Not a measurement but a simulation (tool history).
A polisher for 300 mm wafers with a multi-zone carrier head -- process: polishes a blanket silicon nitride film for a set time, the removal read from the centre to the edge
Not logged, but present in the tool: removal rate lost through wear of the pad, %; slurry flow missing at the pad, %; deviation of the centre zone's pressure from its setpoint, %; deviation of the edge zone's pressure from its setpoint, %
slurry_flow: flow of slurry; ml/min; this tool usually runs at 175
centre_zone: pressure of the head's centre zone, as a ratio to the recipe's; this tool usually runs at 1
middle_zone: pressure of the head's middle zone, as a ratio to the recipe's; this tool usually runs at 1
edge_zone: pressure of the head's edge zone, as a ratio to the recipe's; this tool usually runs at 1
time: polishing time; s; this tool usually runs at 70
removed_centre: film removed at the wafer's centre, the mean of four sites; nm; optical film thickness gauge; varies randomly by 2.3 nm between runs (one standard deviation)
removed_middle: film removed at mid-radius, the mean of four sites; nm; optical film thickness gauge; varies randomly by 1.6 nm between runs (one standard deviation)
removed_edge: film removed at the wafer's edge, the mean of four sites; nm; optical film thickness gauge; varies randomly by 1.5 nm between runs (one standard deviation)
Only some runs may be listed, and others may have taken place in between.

run,hour,slurry_flow,centre_zone,middle_zone,edge_zone,time,wafers since the last listed run,wafers polished on this pad,hours since the slurry nozzle was cleaned,hours since the centre zone pressure was calibrated,hours since the edge zone pressure was calibrated,hours since the carrier head's membrane was replaced,"incoming thickness of the incoming film, nm",removed_centre,removed_middle,removed_edge
1,0,155,1,1,1,70,0,709,246.5,440.2,1300,448.3,512.3,180.8,195.9,192.5
# hour 17.6: worn pad replaced by a new one
# hour 18.6: centre zone pressure recalibrated
2,20,155,1,1,1,70,172,15,266.5,1.4,1320,468.3,508.5,197.8,194.9,189.5
3,35.1,175,1,1,1,52,173,189,281.6,16.5,1335.1,483.4,509.6,149.8,148.5,143.7
4,44.7,175,1,1,1,70,110,299,291.2,26.1,1344.7,493,519.4,200.1,200.2,192.1
# hour 60.8: edge zone pressure recalibrated
5,61.3,175,1,1.08,1,70,167,467,307.8,42.7,0.5,509.6,507.1,199.4,214.5,193.9
6,70.2,175,1.08,1.05,1,70,102,569,316.7,51.6,9.4,518.5,510.9,216,210.3,195.4
7,76.3,150,1,1.11,1,70,70,639,322.8,57.7,15.5,524.6,499,188.4,210.6,188.2
8,87,130,1,1.03,1.09,90,122,762,333.5,68.4,26.2,535.3,513.4,237.8,244.9,250.7
# hour 102.7: worn pad replaced by a new one
9,103.4,225,1,1,1,70,142,8,349.9,84.8,42.6,551.7,507.1,204.4,210.1,201.9
# hour 120.2: carrier head's membrane replaced by a new one
10,120.7,150,1,1,1,93,141,149,367.2,102.1,59.9,0.5,505.8,255,259.6,250.9
11,126.8,175,1,1,1,70,70,219,373.3,108.2,66,6.6,520.1,193.7,199,195.3
# hour 130.1: slurry nozzle cleaned
12,139.1,175,1.05,0.92,1,70,129,349,9,120.5,78.3,18.9,505.6,204.3,187.3,196.2
13,149.9,150,1,1.06,1,61,124,473,19.8,131.3,89.1,29.7,511.4,161.9,179,166.1
14,166,155,1.05,1.11,0.9,70,184,658,35.9,147.4,105.2,45.8,501.4,195.7,210.7,182.3
# hour 170.3: worn pad replaced by a new one
15,176.7,205,0.93,1,1,70,76,73,46.6,158.1,115.9,56.5,501.8,185.9,204.6,199.3
16,188.8,125,1.09,1.05,1,54,139,212,58.7,170.2,128,68.6,506.4,150.7,147.8,142
17,197.4,175,1,1,1.1,81,98,311,67.3,178.8,136.6,77.2,516.2,226,230.5,237.8
18,215.2,175,1,1,1.08,87,204,516,85.1,196.6,154.4,95,509.3,239.7,248.1,251.2
19,226.4,175,1,1,1,70,128,644,96.3,207.8,165.6,106.2,503.4,192.9,195.5,195
20,232.9,200,1,1,1.09,70,74,719,102.8,214.3,172.1,112.7,509.2,195.7,205,207.5
# hour 242.6: worn pad replaced by a new one
21,245,175,1,1,1,70,93,27,114.9,226.4,184.2,124.8,514.1,189.8,200.5,194.5

How would selected steps in removed_centre from run to run divide? Give the signed amount a tool lacking its hidden state would still show from settings, what came in and random variation, and the signed amount left for the hidden state, including any gauge scatter that is not in both of the compared results.
Run 1 -> 2: worn pad replaced by a new one, centre zone pressure recalibrated. removed_centre +17 nm: hidden state +14.9, all else +2.1.
Run 10 -> 11: slurry_flow 150 -> 175, time 93 -> 70. removed_centre -61.3 nm: hidden state +2.8, all else -64.1.
Run 16 -> 17: slurry_flow 125 -> 175, centre_zone 1.09 -> 1, middle_zone 1.05 -> 1, edge_zone 1 -> 1.1, time 54 -> 81. removed_centre +75.3 nm: hidden state -5.2, all else +80.5.
